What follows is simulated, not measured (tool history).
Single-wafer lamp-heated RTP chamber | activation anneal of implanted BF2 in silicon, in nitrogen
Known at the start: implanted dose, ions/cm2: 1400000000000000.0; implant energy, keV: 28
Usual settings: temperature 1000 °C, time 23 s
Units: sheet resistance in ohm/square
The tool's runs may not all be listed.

run,hour,temperature,time,"read-back reference wafer on the same gauge, sheet resistance",sheet resistance
1,0.0,1000,23,124.98,131.38
# hour 47.7: pyrometer window cleaned and pyrometer calibrated
2,69.0,1000,23,124.84,135.00
3,169.8,1000,23,124.83,132.56
4,244.7,1000,23,125.11,129.04
# hour 273.8: reflector plate cleaned
5,301.0,1000,23,124.98,132.91
6,344.0,1018,26,125.03,116.49
7,446.9,1018,26,124.86,115.85
# hour 483.3: pyrometer window cleaned and pyrometer calibrated
8,541.6,1018,26,124.94,117.06
9,579.5,1000,23,124.77,133.42
10,658.7,1000,23,125.01,131.04
# hour 700.9: reflector plate cleaned
11,722.0,1000,23,124.95,133.36
12,805.6,1000,30,124.86,128.52
13,865.2,1000,30,124.93,127.33
14,938.0,1015,23,124.64,119.79
# hour 947.7: pyrometer window cleaned and pyrometer calibrated
15,984.4,1022,20,125.09,119.07
# hour 1017.6: gauge calibrated
16,1044.3,1000,23,125.11,133.08
# hour 1234.3: reflector plate cleaned
17,1363.4,1029,23,124.99,111.56
# hour 1377.0: pyrometer window cleaned and pyrometer calibrated
18,1450.9,1000,23,125.04,136.02
19,1523.8,1019,13,124.80,127.48
20,1564.4,976,32,125.14,151.83
21,1636.1,1000,28,125.16,126.84
# hour 1748.9: reflector plate cleaned
22,1765.7,1023,23,125.18,116.05
23,1831.0,1000,23,124.84,133.20
# hour 1844.6: pyrometer window cleaned and pyrometer calibrated
24,1875.3,981,16,124.65,164.40
25,1950.6,1000,23,124.97,136.12
26,2021.9,975,17,124.81,165.87
27,2079.1,1000,23,125.23,130.89
28,2118.3,988,35,124.90,135.69
29,2199.9,971,17,124.99,162.22
# hour 2213.1: reflector plate cleaned
30,2247.8,991,16,125.05,149.55
# hour 2305.4: pyrometer window cleaned and pyrometer calibrated
31,2331.2,1000,23,124.85,135.79

3 ways to go on from here, each from the tool as it stands after run 31. What would each give?
A,2331.6,1000,23,?,?
B,2331.6,985,12,?,?
C,2331.6,1022,15,?,?

run,"read-back reference wafer on the same gauge, sheet resistance",sheet resistance
A,125.18,137.16
B,125.18,163.89
C,125.18,125.64
Without the tool's hidden state the same runs would have given:
run,sheet resistance
A,138.77
B,165.69
C,126.83
